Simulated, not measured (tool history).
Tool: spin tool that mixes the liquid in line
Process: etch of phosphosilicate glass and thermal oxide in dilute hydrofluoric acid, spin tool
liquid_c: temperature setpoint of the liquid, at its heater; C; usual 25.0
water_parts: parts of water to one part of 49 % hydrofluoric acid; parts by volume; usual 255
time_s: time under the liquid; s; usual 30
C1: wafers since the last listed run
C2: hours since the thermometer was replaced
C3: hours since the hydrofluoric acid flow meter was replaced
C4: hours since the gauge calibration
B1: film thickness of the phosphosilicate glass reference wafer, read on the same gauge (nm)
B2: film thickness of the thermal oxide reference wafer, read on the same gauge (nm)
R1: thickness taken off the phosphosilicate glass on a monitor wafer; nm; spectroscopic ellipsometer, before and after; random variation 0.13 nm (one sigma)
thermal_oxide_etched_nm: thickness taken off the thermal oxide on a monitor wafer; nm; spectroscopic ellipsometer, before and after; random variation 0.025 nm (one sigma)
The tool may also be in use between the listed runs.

{"run": 1, "hour": 0.0, "liquid_c": 25.0, "water_parts": 255, "time_s": 30, "C1": 0, "C2": 2743.6, "C3": 396.4, "C4": 1391.7, "B1": 70.01, "B2": 59.992, "R1": 14.61, "thermal_oxide_etched_nm": 0.429}
{"run": 2, "hour": 74.0, "liquid_c": 25.0, "water_parts": 255, "time_s": 30, "C1": 706, "C2": 2817.6, "C3": 470.4, "C4": 1465.7, "B1": 70.0, "B2": 59.988, "R1": 14.51, "thermal_oxide_etched_nm": 0.422}
{"run": 3, "hour": 144.2, "liquid_c": 21.5, "water_parts": 255, "time_s": 30, "C1": 670, "C2": 2887.8, "C3": 540.6, "C4": 1535.9, "B1": 69.99, "B2": 59.985, "R1": 12.99, "thermal_oxide_etched_nm": 0.343}
{"run": 4, "hour": 210.9, "liquid_c": 25.0, "water_parts": 255, "time_s": 30, "C1": 636, "C2": 2954.5, "C3": 607.3, "C4": 1602.6, "B1": 70.0, "B2": 60.011, "R1": 14.33, "thermal_oxide_etched_nm": 0.479}
{"run": 5, "hour": 313.6, "liquid_c": 25.0, "water_parts": 255, "time_s": 30, "C1": 980, "C2": 3057.2, "C3": 710.0, "C4": 1705.3, "B1": 69.98, "B2": 60.038, "R1": 14.64, "thermal_oxide_etched_nm": 0.455}
{"hour": 476.3, "done": "thermometer replaced"}
{"hour": 584.6, "done": "hydrofluoric acid flow meter replaced"}
{"run": 6, "hour": 625.6, "liquid_c": 25.0, "water_parts": 255, "time_s": 30, "C1": 2959, "C2": 149.3, "C3": 41.0, "C4": 2017.3, "B1": 70.01, "B2": 60.017, "R1": 15.35, "thermal_oxide_etched_nm": 0.433}
{"run": 7, "hour": 873.5, "liquid_c": 25.0, "water_parts": 255, "time_s": 30, "C1": 2366, "C2": 397.2, "C3": 288.9, "C4": 2265.2, "B1": 70.02, "B2": 59.976, "R1": 15.33, "thermal_oxide_etched_nm": 0.426}
{"run": 8, "hour": 925.4, "liquid_c": 25.0, "water_parts": 255, "time_s": 30, "C1": 495, "C2": 449.1, "C3": 340.8, "C4": 2317.1, "B1": 70.0, "B2": 60.011, "R1": 15.24, "thermal_oxide_etched_nm": 0.479}
{"run": 9, "hour": 989.4, "liquid_c": 25.0, "water_parts": 345, "time_s": 15, "C1": 610, "C2": 513.1, "C3": 404.8, "C4": 2381.1, "B1": 69.98, "B2": 59.968, "R1": 5.22, "thermal_oxide_etched_nm": 0.168}
{"run": 10, "hour": 1027.2, "liquid_c": 25.0, "water_parts": 345, "time_s": 15, "C1": 360, "C2": 550.9, "C3": 442.6, "C4": 2418.9, "B1": 70.0, "B2": 60.008, "R1": 5.18, "thermal_oxide_etched_nm": 0.143}
{"run": 11, "hour": 1100.7, "liquid_c": 29.0, "water_parts": 160, "time_s": 45, "C1": 701, "C2": 624.4, "C3": 516.1, "C4": 2492.4, "B1": 70.01, "B2": 59.947, "R1": 46.44, "thermal_oxide_etched_nm": 1.21}
{"run": 12, "hour": 1359.1, "liquid_c": 25.0, "water_parts": 355, "time_s": 30, "C1": 2466, "C2": 882.8, "C3": 774.5, "C4": 2750.8, "B1": 70.0, "B2": 59.981, "R1": 9.77, "thermal_oxide_etched_nm": 0.29}
{"hour": 1391.0, "done": "gauge calibrated"}
{"run": 13, "hour": 1459.7, "liquid_c": 20.5, "water_parts": 185, "time_s": 30, "C1": 960, "C2": 983.4, "C3": 875.1, "C4": 68.7, "B1": 70.02, "B2": 60.038, "R1": 18.8, "thermal_oxide_etched_nm": 0.505}
{"run": 14, "hour": 1497.4, "liquid_c": 25.0, "water_parts": 255, "time_s": 30, "C1": 359, "C2": 1021.1, "C3": 912.8, "C4": 106.4, "B1": 70.01, "B2": 59.989, "R1": 15.23, "thermal_oxide_etched_nm": 0.441}
{"run": 15, "hour": 1575.0, "liquid_c": 28.0, "water_parts": 375, "time_s": 15, "C1": 740, "C2": 1098.7, "C3": 990.4, "C4": 184.0, "B1": 70.02, "B2": 60.02, "R1": 5.02, "thermal_oxide_etched_nm": 0.148}
{"run": 16, "hour": 1660.8, "liquid_c": 25.0, "water_parts": 255, "time_s": 30, "C1": 819, "C2": 1184.5, "C3": 1076.2, "C4": 269.8, "B1": 69.99, "B2": 59.989, "R1": 14.9, "thermal_oxide_etched_nm": 0.426}
{"hour": 1770.8, "done": "hydrofluoric acid flow meter replaced"}
{"run": 17, "hour": 1922.8, "liquid_c": 25.0, "water_parts": 255, "time_s": 30, "C1": 2491, "C2": 1446.5, "C3": 152.0, "C4": 531.8, "B1": 70.02, "B2": 59.982, "R1": 14.9, "thermal_oxide_etched_nm": 0.42}
{"run": 18, "hour": 1996.5, "liquid_c": 21.5, "water_parts": 255, "time_s": 50, "C1": 703, "C2": 1520.2, "C3": 225.7, "C4": 605.5, "B1": 69.99, "B2": 59.97, "R1": 21.97, "thermal_oxide_etched_nm": 0.594}
{"run": 19, "hour": 2061.2, "liquid_c": 25.0, "water_parts": 315, "time_s": 45, "C1": 617, "C2": 1584.9, "C3": 290.4, "C4": 670.2, "B1": 69.99, "B2": 59.981, "R1": 17.33, "thermal_oxide_etched_nm": 0.483}
{"run": 20, "hour": 2157.1, "liquid_c": 25.0, "water_parts": 255, "time_s": 15, "C1": 915, "C2": 1680.8, "C3": 386.3, "C4": 766.1, "B1": 70.01, "B2": 60.011, "R1": 7.45, "thermal_oxide_etched_nm": 0.232}
{"run": 21, "hour": 2220.1, "liquid_c": 25.0, "water_parts": 170, "time_s": 35, "C1": 601, "C2": 1743.8, "C3": 449.3, "C4": 829.1, "B1": 69.98, "B2": 59.949, "R1": 28.36, "thermal_oxide_etched_nm": 0.781}
{"run": 22, "hour": 2258.3, "liquid_c": 25.0, "water_parts": 255, "time_s": 35, "C1": 364, "C2": 1782.0, "C3": 487.5, "C4": 867.3, "B1": 70.01, "B2": 59.971, "R1": 17.61, "thermal_oxide_etched_nm": 0.511}
{"run": 23, "hour": 2342.9, "liquid_c": 25.0, "water_parts": 255, "time_s": 30, "C1": 807, "C2": 1866.6, "C3": 572.1, "C4": 951.9, "B1": 69.99, "B2": 59.986, "R1": 14.87, "thermal_oxide_etched_nm": 0.406}
{"run": 24, "hour": 2444.2, "liquid_c": 25.0, "water_parts": 255, "time_s": 30, "C1": 966, "C2": 1967.9, "C3": 673.4, "C4": 1053.2, "B1": 69.98, "B2": 60.019, "R1": 14.78, "thermal_oxide_etched_nm": 0.431}
{"run": 25, "hour": 2485.2, "liquid_c": 21.5, "water_parts": 150, "time_s": 30, "C1": 391, "C2": 2008.9, "C3": 714.4, "C4": 1094.2, "B1": 70.02, "B2": 59.989, "R1": 24.75, "thermal_oxide_etched_nm": 0.71}

Some steps in R1 between neighbouring runs. How much of each would the tool show without its hidden state too (settings, what came in, random variation), and how much is left for the hidden state, with any gauge scatter that isn't in both results?
The hidden state here: liquid colder than its thermometer reads (K); hydrofluoric acid flow below the setpoint (%); gauge reads high (%).
Run 5 -> 6: thermometer replaced, hydrofluoric acid flow meter replaced. R1 +0.71 nm: hidden state +0.66, all else +0.05.
Run 10 -> 11: liquid_c 25.0 -> 29.0, water_parts 345 -> 160, time_s 15 -> 45. R1 +41.26 nm: hidden state -0.44, all else +41.70.
Run 11 -> 12: liquid_c 29.0 -> 25.0, water_parts 160 -> 355, time_s 45 -> 30. R1 -36.67 nm: hidden state +0.35, all else -37.02.
Run 20 -> 21: water_parts 255 -> 170, time_s 15 -> 35. R1 +20.91 nm: hidden state -0.60, all else +21.51.
